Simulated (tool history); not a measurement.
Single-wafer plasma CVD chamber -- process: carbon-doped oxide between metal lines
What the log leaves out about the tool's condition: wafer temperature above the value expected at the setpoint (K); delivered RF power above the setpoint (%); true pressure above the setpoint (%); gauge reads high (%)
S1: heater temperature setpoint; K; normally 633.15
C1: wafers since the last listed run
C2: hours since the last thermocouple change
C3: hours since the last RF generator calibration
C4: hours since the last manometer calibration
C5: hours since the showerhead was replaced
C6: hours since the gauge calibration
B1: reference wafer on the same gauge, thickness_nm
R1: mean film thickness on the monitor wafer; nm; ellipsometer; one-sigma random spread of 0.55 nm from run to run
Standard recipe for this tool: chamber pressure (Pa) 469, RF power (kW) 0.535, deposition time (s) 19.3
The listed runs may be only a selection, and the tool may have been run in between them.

{"run": 1, "hour": 0.0, "S1": 633.15, "chamber pressure (Pa)": 469, "RF power (kW)": 0.535, "deposition time (s)": 19.3, "C1": 0, "C2": 1485.4, "C3": 946.7, "C4": 1556.3, "C5": 6482, "C6": 271.8, "B1": 116.112, "R1": 106.764}
{"run": 2, "hour": 21.8, "S1": 633.15, "chamber pressure (Pa)": 469, "RF power (kW)": 0.535, "deposition time (s)": 19.3, "C1": 678, "C2": 1507.2, "C3": 968.5, "C4": 1578.1, "C5": 6503.8, "C6": 293.6, "B1": 115.89, "R1": 106.736}
{"run": 3, "hour": 55.4, "S1": 633.15, "chamber pressure (Pa)": 469, "RF power (kW)": 0.535, "deposition time (s)": 19.3, "C1": 1046, "C2": 1540.8, "C3": 1002.1, "C4": 1611.7, "C5": 6537.4, "C6": 327.2, "B1": 115.889, "R1": 107.23}
{"run": 4, "hour": 77.5, "S1": 633.15, "chamber pressure (Pa)": 469, "RF power (kW)": 0.535, "deposition time (s)": 19.3, "C1": 688, "C2": 1562.9, "C3": 1024.2, "C4": 1633.8, "C5": 6559.5, "C6": 349.3, "B1": 116.086, "R1": 106.602}
{"run": 5, "hour": 105.3, "S1": 633.15, "chamber pressure (Pa)": 469, "RF power (kW)": 0.535, "deposition time (s)": 19.3, "C1": 865, "C2": 1590.7, "C3": 1052, "C4": 1661.6, "C5": 6587.3, "C6": 377.1, "B1": 115.986, "R1": 107.243}
{"run": 6, "hour": 126.4, "S1": 633.15, "chamber pressure (Pa)": 469, "RF power (kW)": 0.535, "deposition time (s)": 19.3, "C1": 657, "C2": 1611.8, "C3": 1073.1, "C4": 1682.7, "C5": 6608.4, "C6": 398.2, "B1": 115.93, "R1": 106.991}
{"run": 7, "hour": 147.6, "S1": 633.15, "chamber pressure (Pa)": 469, "RF power (kW)": 0.535, "deposition time (s)": 19.3, "C1": 660, "C2": 1633, "C3": 1094.3, "C4": 1703.9, "C5": 6629.6, "C6": 419.4, "B1": 115.984, "R1": 107.333}
{"run": 8, "hour": 164.2, "S1": 633.15, "chamber pressure (Pa)": 469, "RF power (kW)": 0.535, "deposition time (s)": 19.3, "C1": 516, "C2": 1649.6, "C3": 1110.9, "C4": 1720.5, "C5": 6646.2, "C6": 436, "B1": 116.264, "R1": 106.166}
{"run": 9, "hour": 199.7, "S1": 633.15, "chamber pressure (Pa)": 469, "RF power (kW)": 0.535, "deposition time (s)": 19.3, "C1": 1105, "C2": 1685.1, "C3": 1146.4, "C4": 1756, "C5": 6681.7, "C6": 471.5, "B1": 116.11, "R1": 107.114}
{"run": 10, "hour": 212.7, "S1": 633.15, "chamber pressure (Pa)": 469, "RF power (kW)": 0.535, "deposition time (s)": 19.3, "C1": 404, "C2": 1698.1, "C3": 1159.4, "C4": 1769, "C5": 6694.7, "C6": 484.5, "B1": 115.962, "R1": 107.213}
{"hour": 221.2, "done": "thermocouple changed; heater temperature recalibrated"}
{"run": 11, "hour": 240.8, "S1": 633.15, "chamber pressure (Pa)": 397, "RF power (kW)": 0.535, "deposition time (s)": 19.3, "C1": 625, "C2": 19.6, "C3": 1187.5, "C4": 1797.1, "C5": 6722.8, "C6": 512.6, "B1": 116.132, "R1": 104.061}
{"hour": 271.4, "done": "capacitance manometer re-zeroed and calibrated"}
{"run": 12, "hour": 274.4, "S1": 633.15, "chamber pressure (Pa)": 397, "RF power (kW)": 0.535, "deposition time (s)": 19.3, "C1": 797, "C2": 53.2, "C3": 1221.1, "C4": 3, "C5": 6756.4, "C6": 546.2, "B1": 116.035, "R1": 106.14}
{"hour": 291.9, "done": "gauge calibrated"}
{"run": 13, "hour": 292.6, "S1": 633.15, "chamber pressure (Pa)": 397, "RF power (kW)": 0.535, "deposition time (s)": 19.3, "C1": 566, "C2": 71.4, "C3": 1239.3, "C4": 21.2, "C5": 6774.6, "C6": 0.7, "B1": 116.03, "R1": 104.674}
{"hour": 307.4, "done": "showerhead replaced"}
{"run": 14, "hour": 320.1, "S1": 633.15, "chamber pressure (Pa)": 397, "RF power (kW)": 0.535, "deposition time (s)": 19.3, "C1": 607, "C2": 98.9, "C3": 1266.8, "C4": 48.7, "C5": 12.7, "C6": 28.2, "B1": 115.994, "R1": 104.684}
{"hour": 329.4, "done": "RF generator calibrated"}
{"run": 15, "hour": 339.3, "S1": 642.15, "chamber pressure (Pa)": 469, "RF power (kW)": 0.535, "deposition time (s)": 22.7, "C1": 348, "C2": 118.1, "C3": 9.9, "C4": 67.9, "C5": 31.9, "C6": 47.4, "B1": 115.946, "R1": 122.638}
{"run": 16, "hour": 366.4, "S1": 629.15, "chamber pressure (Pa)": 364, "RF power (kW)": 0.505, "deposition time (s)": 16.4, "C1": 843, "C2": 145.2, "C3": 37, "C4": 95, "C5": 59, "C6": 74.5, "B1": 115.933, "R1": 86.829}
{"run": 17, "hour": 384.9, "S1": 629.15, "chamber pressure (Pa)": 369, "RF power (kW)": 0.45, "deposition time (s)": 19.3, "C1": 576, "C2": 163.7, "C3": 55.5, "C4": 113.5, "C5": 77.5, "C6": 93, "B1": 115.938, "R1": 90.773}
{"run": 18, "hour": 404.4, "S1": 633.15, "chamber pressure (Pa)": 469, "RF power (kW)": 0.535, "deposition time (s)": 19.3, "C1": 607, "C2": 183.2, "C3": 75, "C4": 133, "C5": 97, "C6": 112.5, "B1": 116.327, "R1": 107.643}
{"run": 19, "hour": 425.0, "S1": 633.15, "chamber pressure (Pa)": 572, "RF power (kW)": 0.535, "deposition time (s)": 22.9, "C1": 641, "C2": 203.8, "C3": 95.6, "C4": 153.6, "C5": 117.6, "C6": 133.1, "B1": 115.83, "R1": 130.602}
{"run": 20, "hour": 445.9, "S1": 645.15, "chamber pressure (Pa)": 400, "RF power (kW)": 0.565, "deposition time (s)": 21.8, "C1": 650, "C2": 224.7, "C3": 116.5, "C4": 174.5, "C5": 138.5, "C6": 154, "B1": 116.115, "R1": 118.801}
{"run": 21, "hour": 461.8, "S1": 633.15, "chamber pressure (Pa)": 469, "RF power (kW)": 0.535, "deposition time (s)": 19.3, "C1": 495, "C2": 240.6, "C3": 132.4, "C4": 190.4, "C5": 154.4, "C6": 169.9, "B1": 115.876, "R1": 107.305}
{"run": 22, "hour": 496.0, "S1": 633.15, "chamber pressure (Pa)": 469, "RF power (kW)": 0.45, "deposition time (s)": 19.3, "C1": 1065, "C2": 274.8, "C3": 166.6, "C4": 224.6, "C5": 188.6, "C6": 204.1, "B1": 115.84, "R1": 92.432}
{"run": 23, "hour": 518.0, "S1": 623.15, "chamber pressure (Pa)": 413, "RF power (kW)": 0.58, "deposition time (s)": 21, "C1": 685, "C2": 296.8, "C3": 188.6, "C4": 246.6, "C5": 210.6, "C6": 226.1, "B1": 115.797, "R1": 126.97}
{"run": 24, "hour": 533.7, "S1": 633.15, "chamber pressure (Pa)": 469, "RF power (kW)": 0.535, "deposition time (s)": 19.3, "C1": 488, "C2": 312.5, "C3": 204.3, "C4": 262.3, "C5": 226.3, "C6": 241.8, "B1": 116.059, "R1": 106.331}
{"run": 25, "hour": 546.7, "S1": 633.15, "chamber pressure (Pa)": 469, "RF power (kW)": 0.47, "deposition time (s)": 19.3, "C1": 404, "C2": 325.5, "C3": 217.3, "C4": 275.3, "C5": 239.3, "C6": 254.8, "B1": 116.234, "R1": 97.329}
{"run": 26, "hour": 562.8, "S1": 633.15, "chamber pressure (Pa)": 469, "RF power (kW)": 0.535, "deposition time (s)": 19.3, "C1": 501, "C2": 341.6, "C3": 233.4, "C4": 291.4, "C5": 255.4, "C6": 270.9, "B1": 116.277, "R1": 106.443}

4 ways to go on from here, each from the tool as it stands after run 26. What would each give?
{"run": "A", "hour": 563.2, "S1": 633.15, "chamber pressure (Pa)": 521, "RF power (kW)": 0.535, "deposition time (s)": 19.3, "C1": 12, "C2": 342, "C3": 233.8, "C4": 291.8, "C5": 255.8, "C6": 271.3, "B1": "?", "R1": "?"}
{"run": "B", "hour": 563.2, "S1": 633.15, "chamber pressure (Pa)": 469, "RF power (kW)": 0.535, "deposition time (s)": 23.1, "C1": 12, "C2": 342, "C3": 233.8, "C4": 291.8, "C5": 255.8, "C6": 271.3, "B1": "?", "R1": "?"}
{"run": "C", "hour": 563.2, "S1": 633.15, "chamber pressure (Pa)": 404, "RF power (kW)": 0.535, "deposition time (s)": 19.3, "C1": 12, "C2": 342, "C3": 233.8, "C4": 291.8, "C5": 255.8, "C6": 271.3, "B1": "?", "R1": "?"}
{"run": "D", "hour": 563.2, "S1": 633.15, "chamber pressure (Pa)": 500, "RF power (kW)": 0.58, "deposition time (s)": 19.3, "C1": 12, "C2": 342, "C3": 233.8, "C4": 291.8, "C5": 255.8, "C6": 271.3, "B1": "?", "R1": "?"}

run=A B1=115.767 R1=108.826
run=B B1=115.767 R1=128.145
run=C B1=115.767 R1=105.693
run=D B1=115.767 R1=115.094
With no hidden state in the tool, these same runs would have given:
run=A R1=108.826
run=B R1=128.145
run=C R1=105.693
run=D R1=115.094

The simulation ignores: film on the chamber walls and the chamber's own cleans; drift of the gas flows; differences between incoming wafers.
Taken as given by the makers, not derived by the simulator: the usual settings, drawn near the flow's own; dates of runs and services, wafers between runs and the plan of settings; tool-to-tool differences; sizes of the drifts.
